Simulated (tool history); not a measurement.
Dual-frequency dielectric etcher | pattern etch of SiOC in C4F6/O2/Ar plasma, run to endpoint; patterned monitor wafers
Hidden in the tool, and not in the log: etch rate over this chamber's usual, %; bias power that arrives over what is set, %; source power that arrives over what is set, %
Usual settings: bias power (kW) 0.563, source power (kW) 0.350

| run | day | bias power (kW) | source power (kW) | wafers since the last listed run | hours since the last wet clean | hours since the last bias power generator calibration | hours since the last source power generator calibration | hours since the last upper electrode change | incoming incoming film thickness, nm | endpoint time (s) |
|---|---|---|---|---|---|---|---|---|---|---|
| 1 | 0.000 | 0.597 | 0.350 | 0 | 427.7 | 924.4 | 2996.1 | 3272.7 | 37.62 | 12.0 |
| 2 | 2.925 | 0.608 | 0.380 | 1636 | 497.9 | 994.6 | 3066.3 | 3342.9 | 37.57 | 11.6 |
| 3 | 11.329 | 0.508 | 0.350 | 4701 | 699.6 | 1196.3 | 3268.0 | 3544.6 | 37.33 | 12.3 |
| 4 | 15.125 | 0.508 | 0.350 | 2123 | 790.7 | 1287.4 | 3359.1 | 3635.7 | 37.62 | 12.3 |
|  | 16.954 | wet clean of the chamber |
| 5 | 16.975 | 0.508 | 0.350 | 475 | 0.5 | 1331.8 | 3403.5 | 3680.1 | 37.53 | 12.3 |
| 6 | 19.396 | 0.563 | 0.390 | 1354 | 58.6 | 1389.9 | 3461.6 | 3738.2 | 37.02 | 11.6 |
|  | 30.004 | bias power generator calibrated |
| 7 | 30.217 | 0.563 | 0.390 | 5960 | 318.3 | 5.1 | 3721.3 | 3997.9 | 37.43 | 11.7 |
| 8 | 39.246 | 0.563 | 0.350 | 5051 | 535.0 | 221.8 | 3938.0 | 4214.6 | 37.55 | 12.1 |
| 9 | 41.788 | 0.563 | 0.350 | 1421 | 596.0 | 282.8 | 3999.0 | 4275.6 | 37.45 | 12.0 |
| 10 | 46.171 | 0.563 | 0.350 | 2452 | 701.2 | 388.0 | 4104.2 | 4380.8 | 37.14 | 11.9 |
|  | 46.412 | source power generator calibrated |
| 11 | 48.846 | 0.650 | 0.350 | 1403 | 765.4 | 452.2 | 58.4 | 4445.0 | 37.26 | 11.5 |
|  | 51.375 | upper electrode replaced |
| 12 | 52.383 | 0.563 | 0.350 | 1419 | 850.3 | 537.1 | 143.3 | 24.2 | 37.58 | 12.0 |
|  | 54.612 | wet clean of the chamber |
| 13 | 56.100 | 0.454 | 0.430 | 1519 | 35.7 | 626.3 | 232.5 | 113.4 | 37.16 | 11.7 |
| 14 | 60.092 | 0.563 | 0.310 | 2233 | 131.5 | 722.1 | 328.3 | 209.2 | 37.35 | 12.2 |
| 15 | 61.983 | 0.615 | 0.350 | 1058 | 176.9 | 767.5 | 373.7 | 254.6 | 37.20 | 11.7 |
| 16 | 64.008 | 0.495 | 0.270 | 1132 | 225.5 | 816.1 | 422.3 | 303.2 | 37.60 | 13.1 |
| 17 | 68.446 | 0.646 | 0.430 | 2482 | 332.0 | 922.6 | 528.8 | 409.7 | 37.50 | 11.2 |
| 18 | 72.367 | 0.563 | 0.350 | 2193 | 426.1 | 1016.7 | 622.9 | 503.8 | 37.52 | 12.1 |
| 19 | 76.312 | 0.520 | 0.420 | 2207 | 520.8 | 1111.4 | 717.6 | 598.5 | 37.26 | 11.5 |
| 20 | 79.788 | 0.602 | 0.400 | 1944 | 604.2 | 1194.8 | 801.0 | 681.9 | 37.82 | 11.6 |
| 21 | 82.596 | 0.454 | 0.430 | 1571 | 671.6 | 1262.2 | 868.4 | 749.3 | 37.43 | 12.0 |
| 22 | 86.288 | 0.563 | 0.350 | 2065 | 760.2 | 1350.8 | 957.0 | 837.9 | 37.51 | 12.0 |
|  | 89.579 | wet clean of the chamber |
| 23 | 89.600 | 0.526 | 0.400 | 1293 | 0.5 | 1430.3 | 1036.5 | 917.4 | 37.60 | 11.8 |
| 24 | 91.671 | 0.563 | 0.350 | 1158 | 50.2 | 1480.0 | 1086.2 | 967.1 | 37.42 | 12.0 |
| 25 | 94.375 | 0.563 | 0.350 | 1512 | 115.1 | 1544.9 | 1151.1 | 1032.0 | 37.47 | 11.9 |
| 26 | 96.917 | 0.508 | 0.390 | 1421 | 176.1 | 1605.9 | 1212.1 | 1093.0 | 37.78 | 12.1 |
|  | 100.308 | bias power generator calibrated |
| 27 | 100.675 | 0.637 | 0.420 | 2009 | 266.3 | 8.8 | 1302.3 | 1183.2 | 37.36 | 11.2 |
| 28 | 102.950 | 0.454 | 0.430 | 1272 | 320.9 | 63.4 | 1356.9 | 1237.8 | 37.24 | 11.8 |
| 29 | 114.042 | 0.500 | 0.300 | 6205 | 587.1 | 329.6 | 1623.1 | 1504.0 | 37.84 | 12.9 |
| 30 | 115.633 | 0.658 | 0.430 | 890 | 625.3 | 367.8 | 1661.3 | 1542.2 | 37.76 | 11.2 |
| 31 | 118.525 | 0.563 | 0.400 | 1617 | 694.7 | 437.2 | 1730.7 | 1611.6 | 37.28 | 11.5 |
| 32 | 121.875 | 0.563 | 0.350 | 1874 | 775.1 | 517.6 | 1811.1 | 1692.0 | 37.14 | 11.9 |
|  | 125.488 | wet clean of the chamber |
| 33 | 125.542 | 0.636 | 0.350 | 1491 | 1.3 | 605.6 | 1899.1 | 1780.0 | 37.95 | 11.9 |
| 34 | 128.838 | 0.422 | 0.410 | 1843 | 80.4 | 684.7 | 1978.2 | 1859.1 | 37.24 | 12.1 |

5 ways to go on from here, each from the tool as it stands after run 34. What would each give?
| A | 128.854 | 0.563 | 0.350 | 9 | 80.8 | 685.1 | 1978.6 | 1859.5 | 37.37 | ? |
| B | 128.854 | 0.563 | 0.370 | 9 | 80.8 | 685.1 | 1978.6 | 1859.5 | 37.37 | ? |
| C | 128.854 | 0.652 | 0.310 | 9 | 80.8 | 685.1 | 1978.6 | 1859.5 | 37.37 | ? |
| D | 128.854 | 0.603 | 0.320 | 9 | 80.8 | 685.1 | 1978.6 | 1859.5 | 37.37 | ? |
| E | 128.854 | 0.563 | 0.320 | 9 | 80.8 | 685.1 | 1978.6 | 1859.5 | 37.37 | ? |

| run | endpoint time (s) |
|---|---|
| A | 12.0 |
| B | 11.8 |
| C | 12.0 |
| D | 12.1 |
| E | 12.3 |
Without the tool's hidden state the same runs would have given:
| run | endpoint time (s) |
|---|---|
| A | 12.0 |
| B | 11.8 |
| C | 12.0 |
| D | 12.1 |
| E | 12.3 |

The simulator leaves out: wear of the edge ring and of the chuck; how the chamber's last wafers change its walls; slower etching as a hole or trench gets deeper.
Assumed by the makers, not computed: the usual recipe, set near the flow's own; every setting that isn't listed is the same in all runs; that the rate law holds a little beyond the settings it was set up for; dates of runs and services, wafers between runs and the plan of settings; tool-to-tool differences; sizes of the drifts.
